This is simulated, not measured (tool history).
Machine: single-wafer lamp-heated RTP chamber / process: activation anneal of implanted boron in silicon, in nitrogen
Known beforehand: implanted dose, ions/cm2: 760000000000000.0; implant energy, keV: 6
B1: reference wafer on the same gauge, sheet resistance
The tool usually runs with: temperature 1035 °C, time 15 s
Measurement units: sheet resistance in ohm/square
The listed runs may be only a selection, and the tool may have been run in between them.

run 1 hour=0.0 | temperature=1035 time=15 | B1=186.08 | sheet_resistance=170.36
run 2 hour=15.1 | temperature=1035 time=15 | B1=185.97 | sheet_resistance=170.37
run 3 hour=27.2 | temperature=1035 time=15 | B1=185.90 | sheet_resistance=170.25
run 4 hour=63.6 | temperature=1035 time=15 | B1=185.89 | sheet_resistance=170.69
run 5 hour=71.9 | temperature=1035 time=15 | B1=185.72 | sheet_resistance=170.33
run 6 hour=82.5 | temperature=1035 time=15 | B1=186.14 | sheet_resistance=170.88
run 7 hour=94.9 | temperature=1035 time=15 | B1=186.03 | sheet_resistance=170.19
run 8 hour=104.2 | temperature=1035 time=15 | B1=185.98 | sheet_resistance=170.15
run 9 hour=113.9 | temperature=1035 time=15 | B1=185.81 | sheet_resistance=171.65
run 10 hour=130.4 | temperature=1035 time=15 | B1=186.00 | sheet_resistance=171.03
-- hour=151.6 reflector plate cleaned
run 11 hour=152.1 | temperature=1035 time=15 | B1=186.15 | sheet_resistance=172.93
run 12 hour=189.8 | temperature=1035 time=15 | B1=185.87 | sheet_resistance=172.31
run 13 hour=207.7 | temperature=1035 time=15 | B1=185.99 | sheet_resistance=171.34
run 14 hour=219.4 | temperature=1052 time=12 | B1=186.05 | sheet_resistance=168.84
-- hour=239.9 pyrometer window cleaned and pyrometer calibrated
run 15 hour=240.4 | temperature=1052 time=12 | B1=185.88 | sheet_resistance=168.31
run 16 hour=244.6 | temperature=1021 time=15 | B1=185.82 | sheet_resistance=176.42
run 17 hour=260.3 | temperature=1035 time=15 | B1=186.24 | sheet_resistance=171.50
run 18 hour=276.8 | temperature=1035 time=8 | B1=185.92 | sheet_resistance=175.59
run 19 hour=289.3 | temperature=1063 time=9 | B1=186.19 | sheet_resistance=168.59

Run 20 is up next; what results do you expect?
run 20 hour=297.2 | temperature=1047 time=22 | B1=? | sheet_resistance=?

Run 20 measured B1 186.33, sheet resistance 165.07 ohm/square.
Without the tool's hidden state the same run would have given sheet resistance 166.66 ohm/square.
